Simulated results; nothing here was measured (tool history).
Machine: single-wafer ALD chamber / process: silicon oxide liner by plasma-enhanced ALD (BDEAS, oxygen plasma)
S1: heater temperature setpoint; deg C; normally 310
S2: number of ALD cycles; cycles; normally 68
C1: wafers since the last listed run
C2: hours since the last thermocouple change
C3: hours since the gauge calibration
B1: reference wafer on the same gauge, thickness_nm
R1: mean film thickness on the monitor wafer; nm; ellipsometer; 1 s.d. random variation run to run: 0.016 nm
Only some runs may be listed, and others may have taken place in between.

run 1 day=0.000 | S1=310 S2=68 | C1=0 C2=1059.8 C3=325.1 | B1=5.861 | R1=6.462
run 2 day=1.267 | S1=310 S2=68 | C1=200 C2=1090.2 C3=355.5 | B1=5.860 | R1=6.440
run 3 day=2.983 | S1=302 S2=68 | C1=272 C2=1131.4 C3=396.7 | B1=5.858 | R1=6.526
run 4 day=4.000 | S1=302 S2=68 | C1=161 C2=1155.8 C3=421.1 | B1=5.861 | R1=6.517
run 5 day=5.867 | S1=302 S2=68 | C1=296 C2=1200.6 C3=465.9 | B1=5.860 | R1=6.542
run 6 day=8.425 | S1=310 S2=72 | C1=405 C2=1262.0 C3=527.3 | B1=5.861 | R1=6.813
run 7 day=11.329 | S1=310 S2=68 | C1=460 C2=1331.7 C3=597.0 | B1=5.859 | R1=6.413
run 8 day=13.762 | S1=310 S2=68 | C1=386 C2=1390.1 C3=655.4 | B1=5.860 | R1=6.414
run 9 day=15.362 | S1=310 S2=68 | C1=253 C2=1428.5 C3=693.8 | B1=5.860 | R1=6.466
run 10 day=17.296 | S1=310 S2=68 | C1=306 C2=1474.9 C3=740.2 | B1=5.860 | R1=6.446
-- day=18.704 gauge calibrated
run 11 day=19.417 | S1=310 S2=68 | C1=336 C2=1525.8 C3=17.1 | B1=5.860 | R1=6.439
run 12 day=21.967 | S1=310 S2=68 | C1=404 C2=1587.0 C3=78.3 | B1=5.862 | R1=6.451
run 13 day=24.212 | S1=314 S2=61 | C1=356 C2=1640.9 C3=132.2 | B1=5.859 | R1=5.736
run 14 day=32.171 | S1=310 S2=59 | C1=1262 C2=1831.9 C3=323.2 | B1=5.860 | R1=5.599
run 15 day=34.438 | S1=310 S2=68 | C1=359 C2=1886.3 C3=377.6 | B1=5.862 | R1=6.450
run 16 day=37.333 | S1=301 S2=58 | C1=459 C2=1955.8 C3=447.1 | B1=5.862 | R1=5.595
-- day=39.900 thermocouple changed; heater temperature recalibrated
run 17 day=40.208 | S1=314 S2=72 | C1=403 C2=7.4 C3=516.1 | B1=5.864 | R1=6.774
run 18 day=42.067 | S1=304 S2=59 | C1=294 C2=52.0 C3=560.7 | B1=5.860 | R1=5.653
run 19 day=43.912 | S1=320 S2=75 | C1=292 C2=96.3 C3=605.0 | B1=5.860 | R1=7.003
run 20 day=45.100 | S1=314 S2=81 | C1=188 C2=124.8 C3=633.5 | B1=5.859 | R1=7.633
run 21 day=46.300 | S1=310 S2=68 | C1=190 C2=153.6 C3=662.3 | B1=5.863 | R1=6.457
run 22 day=48.492 | S1=310 S2=68 | C1=347 C2=206.2 C3=714.9 | B1=5.858 | R1=6.453
run 23 day=55.483 | S1=317 S2=59 | C1=1109 C2=374.0 C3=882.7 | B1=5.862 | R1=5.517
run 24 day=56.717 | S1=306 S2=68 | C1=195 C2=403.6 C3=912.3 | B1=5.859 | R1=6.501

What was the tool's hidden state at every run in the log?
wafer temperature above the value expected at the setpoint (K): 0 on each run
gauge reads high (%): 0 on each run
